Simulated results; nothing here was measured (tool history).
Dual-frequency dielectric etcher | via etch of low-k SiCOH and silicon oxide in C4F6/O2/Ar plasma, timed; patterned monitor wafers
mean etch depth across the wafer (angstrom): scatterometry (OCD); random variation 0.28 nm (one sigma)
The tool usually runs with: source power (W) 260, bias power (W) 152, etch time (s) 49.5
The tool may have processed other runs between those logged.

run	day	source power (W)	bias power (W)	etch time (s)	wafers since the last listed run	hours since the last wet clean	hours since the last source power generator calibration	hours since the last bias power generator calibration	hours since the last upper electrode change	hours since the gauge calibration	read-back reference wafer on the same gauge, depth_nm	mean etch depth across the wafer (angstrom)
1	0	260	152	49.5	0	53.2	2705.7	3137.4	2221.5	1864.7	131.1	1146
2	1.158	260	152	49.5	382	81	2733.5	3165.2	2249.3	1892.5	131	1148
3	2.483	260	152	49.5	437	112.8	2765.3	3197	2281.1	1924.3	131	1150
4	4.683	260	152	49.5	725	165.6	2818.1	3249.8	2333.9	1977.1	131	1143
5	7.288	260	152	49.5	859	228.1	2880.6	3312.3	2396.4	2039.6	131	1151
6	9.162	260	136	49.5	618	273.1	2925.6	3357.3	2441.4	2084.6	131	1119
7	10.767	290	171	49.5	529	311.6	2964.1	3395.8	2479.9	2123.1	131	1225
8	12.258	280	152	40	492	347.4	2999.9	3431.6	2515.7	2158.9	131	955
# day 13.229: source power generator calibrated
9	14.179	260	132	54.5	578	393.5	22.8	3477.7	2561.8	2205	130.9	1223
10	16.633	310	178	49.5	809	452.4	81.7	3536.6	2620.7	2263.9	131	1275
# day 17.517: gauge calibrated
# day 17.721: wet clean of the chamber
11	19.104	240	134	55.5	485	33.2	141	3595.9	2680	38.1	131	1209
12	21.388	240	134	57	753	88	195.8	3650.7	2734.8	92.9	131.1	1241
13	24.129	260	152	49.5	904	153.8	261.6	3716.5	2800.6	158.7	131	1140
14	26.229	280	152	49.5	692	204.2	312	3766.9	2851	209.1	130.9	1182
15	28.279	240	152	59	676	253.4	361.2	3816.1	2900.2	258.3	131	1321
16	29.812	260	169	39.5	505	290.2	398	3852.9	2937	295.1	131	939
# day 31.15: upper electrode replaced
17	31.871	260	166	40.5	349	339.6	447.4	3902.3	17.3	344.5	131	958
18	33.371	260	152	49.5	494	375.6	483.4	3938.3	53.3	380.5	131	1137
19	35.408	290	165	49.5	672	424.5	532.3	3987.2	102.2	429.4	131.1	1216
# day 35.758: bias power generator calibrated
20	37.396	260	152	49.5	600	472.2	580	39.3	149.9	477.1	131	1158
# day 42.567: wet clean of the chamber
21	45.021	300	152	63.5	2185	58.9	763	222.3	332.9	660.1	130.9	1571
22	47.321	280	169	40	758	114.1	818.2	277.5	388.1	715.3	130.9	983
23	50.088	260	152	49.5	912	180.5	884.6	343.9	454.5	781.7	131	1157
24	51.138	230	152	44	346	205.7	909.8	369.1	479.7	806.9	130.9	978
25	53.817	230	122	49.5	883	270	974.1	433.4	544	871.2	131.1	1049
26	55.179	290	152	49.5	449	302.7	1006.8	466.1	576.7	903.9	131	1210
27	57.792	320	164	60	861	365.4	1069.5	528.8	639.4	966.6	131	1552
28	59.488	220	152	49.5	559	406.1	1110.2	569.5	680.1	1007.3	131.1	1078
29	61.646	290	135	61.5	711	457.9	1162	621.3	731.9	1059.1	131	1457

For some of the steps in mean etch depth across the wafer (angstrom) from one run to the next: how much would appear even if the tool had no hidden state, given the settings, what came in and random variation, and how much remains for the hidden state plus any gauge scatter that the measured result and the result without hidden state don't share?
Hidden conditions of the tool in this case: etch rate over this chamber's usual, %; source power that arrives over what is set, %; bias power that arrives over what is set, %; gauge reads high (%).
Run 15 -> 16: source power (W) 240 -> 260, bias power (W) 152 -> 169, etch time (s) 59 -> 39.5. mean etch depth across the wafer (angstrom) -382: hidden state +5, all else -387.
Run 19 -> 20: source power (W) 290 -> 260, bias power (W) 165 -> 152, bias power generator calibrated. mean etch depth across the wafer (angstrom) -58: hidden state +13, all else -71.
Run 21 -> 22: source power (W) 300 -> 280, bias power (W) 152 -> 169, etch time (s) 63.5 -> 40. mean etch depth across the wafer (angstrom) -588: hidden state -1, all else -587.
Run 27 -> 28: source power (W) 320 -> 220, bias power (W) 164 -> 152, etch time (s) 60 -> 49.5. mean etch depth across the wafer (angstrom) -474: hidden state +1, all else -475.
